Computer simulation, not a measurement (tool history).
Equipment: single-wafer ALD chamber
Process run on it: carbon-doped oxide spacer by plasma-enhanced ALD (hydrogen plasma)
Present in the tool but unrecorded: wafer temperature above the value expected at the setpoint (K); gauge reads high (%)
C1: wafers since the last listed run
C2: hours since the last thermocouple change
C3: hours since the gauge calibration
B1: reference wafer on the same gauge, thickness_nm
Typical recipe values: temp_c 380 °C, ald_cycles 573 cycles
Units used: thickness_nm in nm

{"run": 1, "hour": 0.0, "temp_c": 380, "ald_cycles": 573, "C1": 0, "C2": 2127.1, "C3": 472.5, "B1": 30.753, "thickness_nm": 27.641}
{"run": 2, "hour": 34.4, "temp_c": 380, "ald_cycles": 573, "C1": 23, "C2": 2161.5, "C3": 506.9, "B1": 30.805, "thickness_nm": 27.544}
{"run": 3, "hour": 100.8, "temp_c": 380, "ald_cycles": 573, "C1": 45, "C2": 2227.9, "C3": 573.3, "B1": 30.795, "thickness_nm": 27.569}
{"run": 4, "hour": 136.6, "temp_c": 380, "ald_cycles": 573, "C1": 24, "C2": 2263.7, "C3": 609.1, "B1": 30.854, "thickness_nm": 27.512}
{"run": 5, "hour": 320.9, "temp_c": 380, "ald_cycles": 573, "C1": 125, "C2": 2448.0, "C3": 793.4, "B1": 30.863, "thickness_nm": 27.704}
{"run": 6, "hour": 385.5, "temp_c": 380, "ald_cycles": 573, "C1": 43, "C2": 2512.6, "C3": 858.0, "B1": 30.872, "thickness_nm": 27.812}
{"run": 7, "hour": 450.9, "temp_c": 380, "ald_cycles": 573, "C1": 44, "C2": 2578.0, "C3": 923.4, "B1": 30.901, "thickness_nm": 27.782}
{"run": 8, "hour": 512.7, "temp_c": 380, "ald_cycles": 573, "C1": 41, "C2": 2639.8, "C3": 985.2, "B1": 30.911, "thickness_nm": 27.869}
{"run": 9, "hour": 556.7, "temp_c": 380, "ald_cycles": 573, "C1": 29, "C2": 2683.8, "C3": 1029.2, "B1": 30.92, "thickness_nm": 27.652}
{"run": 10, "hour": 586.9, "temp_c": 365, "ald_cycles": 573, "C1": 20, "C2": 2714.0, "C3": 1059.4, "B1": 30.942, "thickness_nm": 27.745}
{"run": 11, "hour": 739.4, "temp_c": 374, "ald_cycles": 616, "C1": 103, "C2": 2866.5, "C3": 1211.9, "B1": 30.942, "thickness_nm": 29.817}
{"run": 12, "hour": 790.7, "temp_c": 380, "ald_cycles": 687, "C1": 34, "C2": 2917.8, "C3": 1263.2, "B1": 30.918, "thickness_nm": 33.211}
{"hour": 807.1, "done": "thermocouple changed; heater temperature recalibrated"}
{"hour": 817.5, "done": "gauge calibrated"}
{"run": 13, "hour": 842.9, "temp_c": 371, "ald_cycles": 498, "C1": 30, "C2": 35.8, "C3": 25.4, "B1": 30.339, "thickness_nm": 23.566}
{"run": 14, "hour": 876.3, "temp_c": 380, "ald_cycles": 669, "C1": 22, "C2": 69.2, "C3": 58.8, "B1": 30.383, "thickness_nm": 31.833}
{"run": 15, "hour": 945.9, "temp_c": 387, "ald_cycles": 472, "C1": 47, "C2": 138.8, "C3": 128.4, "B1": 30.481, "thickness_nm": 22.45}
{"run": 16, "hour": 1014.5, "temp_c": 380, "ald_cycles": 573, "C1": 46, "C2": 207.4, "C3": 197.0, "B1": 30.546, "thickness_nm": 27.21}
{"run": 17, "hour": 1059.2, "temp_c": 375, "ald_cycles": 462, "C1": 30, "C2": 252.1, "C3": 241.7, "B1": 30.616, "thickness_nm": 22.157}

Consider 3 possible next runs. They are alternatives, not a sequence: every one starts from the tool as it was left by run 17. What does each give?
{"run": "A", "hour": 1060.5, "temp_c": 374, "ald_cycles": 573, "C1": 0, "C2": 253.4, "C3": 243.0, "B1": "?", "thickness_nm": "?"}
{"run": "B", "hour": 1060.5, "temp_c": 367, "ald_cycles": 536, "C1": 0, "C2": 253.4, "C3": 243.0, "B1": "?", "thickness_nm": "?"}
{"run": "C", "hour": 1060.5, "temp_c": 374, "ald_cycles": 654, "C1": 0, "C2": 253.4, "C3": 243.0, "B1": "?", "thickness_nm": "?"}

run=A B1=30.575 thickness_nm=27.464
run=B B1=30.575 thickness_nm=25.690
run=C B1=30.575 thickness_nm=31.346
With no hidden state in the tool, these same runs would have given:
run=A thickness_nm=27.200
run=B thickness_nm=25.443
run=C thickness_nm=31.045
